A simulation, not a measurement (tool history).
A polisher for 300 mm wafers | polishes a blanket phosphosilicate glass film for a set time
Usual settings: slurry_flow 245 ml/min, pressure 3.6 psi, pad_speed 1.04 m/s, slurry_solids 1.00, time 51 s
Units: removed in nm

| run | hour | slurry_flow | pressure | pad_speed | slurry_solids | time | incoming thickness of the incoming film, nm | removed |
|---|---|---|---|---|---|---|---|---|
| 1 | 0.0 | 245 | 3.6 | 1.04 | 1.00 | 51 | 3534.9 | 445.6 |
| 2 | 92.5 | 245 | 3.6 | 1.04 | 1.05 | 51 | 3541.7 | 455.5 |
|  | 117.0 | slurry blender recalibrated |
| 3 | 188.0 | 245 | 3.6 | 1.04 | 1.00 | 51 | 3555.9 | 451.9 |
|  | 203.1 | worn pad replaced by a new one |
| 4 | 265.0 | 245 | 3.6 | 1.04 | 1.00 | 51 | 3437.5 | 453.0 |
|  | 274.1 | conditioning disc replaced and pad reconditioned |
| 5 | 314.8 | 245 | 3.6 | 1.04 | 1.00 | 51 | 3562.7 | 453.8 |
|  | 326.3 | slurry nozzle cleaned |
| 6 | 399.5 | 245 | 3.6 | 1.04 | 1.00 | 51 | 3524.4 | 461.7 |
|  | 464.3 | worn pad replaced by a new one |
|  | 537.5 | slurry blender recalibrated |
| 7 | 538.0 | 245 | 3.6 | 1.04 | 1.00 | 51 | 3472.1 | 474.0 |
| 8 | 600.9 | 245 | 3.6 | 1.04 | 1.00 | 51 | 3478.6 | 470.9 |
|  | 618.7 | conditioning disc replaced and pad reconditioned |
| 9 | 666.3 | 245 | 3.6 | 1.04 | 1.00 | 51 | 3528.8 | 481.0 |
| 10 | 749.6 | 245 | 3.6 | 1.04 | 1.00 | 51 | 3526.9 | 483.1 |
|  | 788.1 | worn pad replaced by a new one |
| 11 | 845.8 | 205 | 3.6 | 1.14 | 0.90 | 51 | 3561.8 | 473.5 |
|  | 876.2 | slurry nozzle cleaned |
|  | 883.3 | conditioning disc replaced and pad reconditioned |
|  | 906.9 | slurry blender recalibrated |
| 12 | 939.6 | 310 | 3.6 | 1.30 | 1.10 | 45 | 3448.2 | 525.9 |
| 13 | 1010.7 | 180 | 2.7 | 1.04 | 1.00 | 66 | 3514.0 | 468.8 |
|  | 1095.7 | worn pad replaced by a new one |
| 14 | 1096.2 | 245 | 2.4 | 1.04 | 1.00 | 51 | 3530.9 | 327.0 |
|  | 1107.4 | head pressure recalibrated |
| 15 | 1184.3 | 300 | 2.7 | 0.68 | 0.90 | 51 | 3446.7 | 250.5 |
|  | 1215.3 | conditioning disc replaced and pad reconditioned |
| 16 | 1272.5 | 245 | 3.6 | 1.04 | 1.00 | 46 | 3493.2 | 394.7 |
| 17 | 1316.9 | 245 | 4.6 | 1.04 | 0.90 | 66 | 3529.0 | 685.5 |
|  | 1320.9 | slurry blender recalibrated |
|  | 1335.6 | slurry nozzle cleaned |
| 18 | 1353.8 | 245 | 3.6 | 1.04 | 1.00 | 51 | 3479.7 | 434.8 |
|  | 1428.6 | worn pad replaced by a new one |
| 19 | 1429.5 | 320 | 3.6 | 1.20 | 0.90 | 33 | 3502.2 | 301.6 |
| 20 | 1504.3 | 245 | 3.6 | 1.04 | 1.00 | 51 | 3506.6 | 434.3 |

Some steps in removed between neighbouring runs. How much of each would the tool show without its hidden state too (settings, what came in, random variation), and how much is left for the hidden state, with any gauge scatter that isn't in both results?
The hidden state here: removal rate lost through wear of the pad, %; slurry flow missing at the pad, %; deviation of the head's pressure from its setpoint, %; abrasive missing from the slurry, %; time polished since the conditioner stopped cutting, s.
Run 13 -> 14: slurry_flow 180 -> 245, pressure 2.7 -> 2.4, time 66 -> 51, worn pad replaced by a new one. removed -141.8 nm: hidden state -10.9, all else -130.9.
Run 14 -> 15: slurry_flow 245 -> 300, pressure 2.4 -> 2.7, pad_speed 1.04 -> 0.68, slurry_solids 1.00 -> 0.90, head pressure recalibrated. removed -76.5 nm: hidden state -37.6, all else -38.9.
Run 16 -> 17: pressure 3.6 -> 4.6, slurry_solids 1.00 -> 0.90, time 46 -> 66. removed +290.8 nm: hidden state -0.7, all else +291.5.
Run 17 -> 18: pressure 4.6 -> 3.6, slurry_solids 0.90 -> 1.00, time 66 -> 51, slurry blender recalibrated, slurry nozzle cleaned. removed -250.7 nm: hidden state +1.3, all else -252.0.
